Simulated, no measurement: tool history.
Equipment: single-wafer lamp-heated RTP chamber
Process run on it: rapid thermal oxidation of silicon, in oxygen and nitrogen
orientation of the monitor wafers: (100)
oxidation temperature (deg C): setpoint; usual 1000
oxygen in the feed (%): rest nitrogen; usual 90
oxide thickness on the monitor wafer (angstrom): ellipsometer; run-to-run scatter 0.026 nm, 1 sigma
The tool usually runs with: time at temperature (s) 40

run,day,oxidation temperature (deg C),time at temperature (s),oxygen in the feed (%),"read-back reference wafer on the same gauge, thickness",oxide thickness on the monitor wafer (angstrom)
1,0.000,1000,40,90,4.891,48.23
2,2.171,1000,32,98,4.886,45.84
3,3.488,1000,32,98,4.886,45.75
4,5.654,1000,32,98,4.888,46.06
5,8.329,980,40,90,4.887,43.15
6,10.621,980,40,90,4.891,43.17
# day 11.012: pyrometer window cleaned and pyrometer calibrated
7,11.996,980,40,90,4.890,40.81
8,14.288,1000,52,90,4.891,52.20
9,15.629,1000,40,90,4.888,47.08
10,17.950,985,40,90,4.889,42.79
11,20.133,985,40,90,4.888,42.67
12,21.838,985,40,90,4.887,42.82
13,24.308,1000,40,90,4.891,47.78
14,25.558,1000,40,90,4.893,47.59
# day 26.004: gauge calibrated
15,27.208,1013,40,90,4.895,51.96
16,28.767,988,49,74,4.891,44.61
17,30.375,991,32,98,4.891,42.20
18,32.317,1000,40,90,4.892,47.95
19,34.721,1015,29,77,4.890,44.02
20,37.708,1000,40,90,4.891,48.15
21,40.171,1000,40,80,4.893,46.37
22,41.275,1029,40,90,4.891,59.18
# day 41.729: pyrometer window cleaned and pyrometer calibrated
23,42.612,975,48,98,4.893,44.12
24,45.450,973,28,98,4.890,35.29
# day 47.912: oxygen flow controller replaced
25,48.146,1025,48,77,4.887,57.88
26,50.971,1000,26,90,4.889,40.04
27,53.529,971,28,90,4.888,34.07
28,54.717,1010,28,90,4.894,44.46
29,56.542,1000,40,82,4.889,46.97
30,58.925,1000,32,98,4.893,45.27
31,60.417,973,40,90,4.894,39.78
32,63.392,985,52,90,4.890,48.64
33,64.804,983,28,64,4.891,34.05
34,65.979,1000,40,90,4.890,48.52
35,68.217,1000,24,90,4.893,39.61
36,71.025,1000,40,62,4.897,43.89
# day 71.533: pyrometer window cleaned and pyrometer calibrated
37,73.650,1015,50,98,4.896,59.21

Difference, measured minus no-hidden-state, one row per run. Run-to-run variation is common to both terms; the gauge's own scatter need not be:
Hidden state present: true wafer temperature minus pyrometer reading, K; deviation of the oxygen flow from its setpoint, %; gauge reads high (%).
run,oxide thickness on the monitor wafer (angstrom)
1,+1.95
2,+1.98
3,+2.05
4,+2.20
5,+2.21
6,+2.34
7,+0.12
8,+0.33
9,+0.39
10,+0.49
11,+0.62
12,+0.73
13,+0.98
14,+1.06
15,+1.28
16,+1.19
17,+1.21
18,+1.53
19,+1.49
20,+1.90
21,+1.96
22,+2.58
23,+0.52
24,+0.51
25,+1.12
26,+0.89
27,+0.82
28,+1.25
29,+1.46
30,+1.56
31,+1.42
32,+2.03
33,+1.25
34,+2.16
35,+1.78
36,+2.17
37,+0.51

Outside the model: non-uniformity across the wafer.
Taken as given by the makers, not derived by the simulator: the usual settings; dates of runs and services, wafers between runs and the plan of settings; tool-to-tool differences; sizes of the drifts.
